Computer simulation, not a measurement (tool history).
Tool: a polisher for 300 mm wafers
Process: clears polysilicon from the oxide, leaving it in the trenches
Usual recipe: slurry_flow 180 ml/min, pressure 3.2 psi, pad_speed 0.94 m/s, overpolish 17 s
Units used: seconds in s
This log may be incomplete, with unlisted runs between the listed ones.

| run | day | slurry_flow | pressure | pad_speed | overpolish | wafers since the last listed run | wafers polished on this pad | hours since the slurry nozzle was cleaned | hours since the head pressure was calibrated | incoming thickness of the incoming film, nm | seconds |
|---|---|---|---|---|---|---|---|---|---|---|---|
| 1 | 0 | 180 | 3.2 | 0.94 | 17 | 0 | 536 | 10 | 145.5 | 580.3 | 29.2 |
| 2 | 2.696 | 180 | 3.2 | 0.94 | 17 | 705 | 1242 | 74.7 | 210.2 | 598.1 | 31.5 |
| 3 | 5.983 | 180 | 3.2 | 0.94 | 17 | 860 | 2103 | 153.6 | 289.1 | 588.8 | 31.9 |
| 4 | 10.4 | 180 | 3.2 | 0.94 | 17 | 1156 | 3259 | 259.6 | 395.1 | 591.8 | 32.9 |
| 5 | 14.308 | 180 | 3.2 | 0.94 | 17 | 1023 | 4283 | 353.4 | 488.9 | 583.8 | 33.6 |
| 6 | 16.875 | 180 | 3.2 | 0.94 | 17 | 672 | 4955 | 415 | 550.5 | 598.2 | 34.6 |
| 7 | 18.875 | 180 | 3.2 | 0.94 | 17 | 523 | 5478 | 463 | 598.5 | 591.6 | 33.8 |
| 8 | 21.921 | 180 | 3.2 | 0.94 | 17 | 797 | 6276 | 536.1 | 671.6 | 578.8 | 33.2 |
|  | 22.417 | worn pad replaced by a new one |
| 9 | 25.188 | 180 | 3.2 | 0.94 | 17 | 811 | 725 | 614.5 | 750 | 591.7 | 34.1 |
| 10 | 28.042 | 220 | 3.2 | 0.94 | 17 | 747 | 1472 | 683 | 818.5 | 593.8 | 33.3 |
|  | 29.858 | slurry nozzle cleaned |
| 11 | 31.271 | 220 | 3.2 | 0.94 | 17 | 834 | 2306 | 33.9 | 896 | 585.5 | 29.6 |
| 12 | 34.004 | 220 | 3.2 | 0.94 | 17 | 715 | 3022 | 99.5 | 961.6 | 589 | 31.1 |
| 13 | 36.771 | 180 | 3.2 | 0.94 | 17 | 724 | 3746 | 165.9 | 1028 | 595.6 | 33.5 |
| 14 | 42.975 | 180 | 3.2 | 0.94 | 17 | 1624 | 5371 | 314.8 | 1176.9 | 588.3 | 32.9 |
| 15 | 46.85 | 180 | 3.2 | 0.94 | 12 | 1014 | 6386 | 407.8 | 1269.9 | 596.7 | 34.9 |
| 16 | 50.1 | 180 | 3.2 | 0.68 | 17 | 850 | 7236 | 485.8 | 1347.9 | 581.9 | 45.9 |
|  | 53.054 | worn pad replaced by a new one |
|  | 54.038 | slurry nozzle cleaned |
| 17 | 54.321 | 215 | 3.2 | 1.22 | 17 | 1050 | 321 | 6.8 | 1449.2 | 594.1 | 23.4 |
|  | 56.696 | head pressure recalibrated |
| 18 | 58.679 | 180 | 3.2 | 0.94 | 17 | 1119 | 1440 | 111.4 | 47.6 | 597.9 | 32.3 |
| 19 | 60.275 | 180 | 3.2 | 0.94 | 17 | 417 | 1858 | 149.7 | 85.9 | 584.8 | 30.2 |
| 20 | 63.412 | 140 | 3.2 | 1.12 | 20 | 821 | 2679 | 225 | 161.2 | 580.7 | 27.5 |
| 21 | 67.596 | 155 | 2.3 | 1.1 | 24 | 1095 | 3775 | 325.4 | 261.6 | 585.6 | 41.4 |
| 22 | 70.583 | 180 | 2.9 | 0.76 | 22 | 782 | 4557 | 397.1 | 333.3 | 583.4 | 42.7 |
| 23 | 72.817 | 210 | 3.2 | 0.82 | 17 | 584 | 5141 | 450.7 | 386.9 | 594.3 | 36.6 |
| 24 | 75.621 | 140 | 3.2 | 0.94 | 24 | 734 | 5876 | 518 | 454.2 | 590.3 | 37 |
|  | 81.792 | worn pad replaced by a new one |
| 25 | 84.733 | 180 | 3.8 | 0.94 | 17 | 2342 | 770 | 736.7 | 672.9 | 582.3 | 28.4 |
|  | 85.129 | slurry nozzle cleaned |
| 26 | 88.596 | 230 | 3.2 | 0.94 | 26 | 1000 | 1770 | 83.2 | 765.6 | 591.4 | 30.6 |
| 27 | 92.438 | 180 | 3.2 | 0.94 | 17 | 1005 | 2776 | 175.4 | 857.8 | 584.9 | 32 |
| 28 | 96.008 | 180 | 3.2 | 0.94 | 26 | 934 | 3711 | 261.1 | 943.5 | 600.2 | 33.8 |
| 29 | 97.792 | 180 | 3.2 | 1.14 | 17 | 466 | 4178 | 303.9 | 986.3 | 584.4 | 27.8 |
| 30 | 100.65 | 155 | 2.8 | 0.78 | 24 | 748 | 4926 | 372.5 | 1054.9 | 582.3 | 46 |
| 31 | 104.75 | 180 | 2.4 | 1.06 | 17 | 1073 | 6000 | 470.9 | 1153.3 | 593.6 | 40 |
| 32 | 107.912 | 180 | 3.2 | 0.94 | 17 | 828 | 6828 | 546.8 | 1229.2 | 580.5 | 33.6 |
|  | 110.4 | worn pad replaced by a new one |
| 33 | 112.183 | 180 | 2.7 | 1.22 | 13 | 1074 | 466 | 649.3 | 1331.7 | 599.5 | 32 |
|  | 115.179 | head pressure recalibrated |
| 34 | 115.771 | 155 | 2.7 | 0.86 | 8 | 917 | 1383 | 735.4 | 14.2 | 591.2 | 45.5 |
|  | 116.321 | slurry nozzle cleaned |
| 35 | 118.038 | 180 | 3.2 | 0.94 | 17 | 582 | 1966 | 41.2 | 68.6 | 595.8 | 31.4 |

Hidden condition of the tool, last listed run before each entry between runs versus first listed run after:
Run 8 -> run 9: worn pad replaced by a new one (day 22.417)
  slurry flow missing at the pad, %: 40.6 -> 41.7
  the result without the hidden state subtracted from the measured one, seconds: +3.5 -> +3.7 s
Run 10 -> run 11: slurry nozzle cleaned (day 29.858)
  slurry flow missing at the pad, %: 42.4 -> 12.1
  the result without the hidden state subtracted from the measured one, seconds: +3.1 -> +0.5 s
Run 16 -> run 17: worn pad replaced by a new one (day 53.054); slurry nozzle cleaned (day 54.038)
  slurry flow missing at the pad, %: 43.5 -> 2.22
  the result without the hidden state subtracted from the measured one, seconds: +5.4 -> +0.1 s
Run 17 -> run 18: head pressure recalibrated (day 56.696)
  slurry flow missing at the pad, %: 2.22 -> 17.5
  the result without the hidden state subtracted from the measured one, seconds: +0.1 -> +1.1 s
Run 24 -> run 25: worn pad replaced by a new one (day 81.792)
  slurry flow missing at the pad, %: 39 -> 41.5
  the result without the hidden state subtracted from the measured one, seconds: +4.5 -> +3.1 s
Run 25 -> run 26: slurry nozzle cleaned (day 85.129)
  slurry flow missing at the pad, %: 41.5 -> 13.8
  the result without the hidden state subtracted from the measured one, seconds: +3.1 -> +0.6 s
Run 32 -> run 33: worn pad replaced by a new one (day 110.4)
  slurry flow missing at the pad, %: 39.2 -> 40.5
  the result without the hidden state subtracted from the measured one, seconds: +3.3 -> +3.4 s
Run 33 -> run 34: head pressure recalibrated (day 115.179)
  slurry flow missing at the pad, %: 40.5 -> 41.2
  the result without the hidden state subtracted from the measured one, seconds: +3.4 -> +5.6 s
Run 34 -> run 35: slurry nozzle cleaned (day 116.321)
  slurry flow missing at the pad, %: 41.2 -> 11.6
  the result without the hidden state subtracted from the measured one, seconds: +5.6 -> +0.7 s
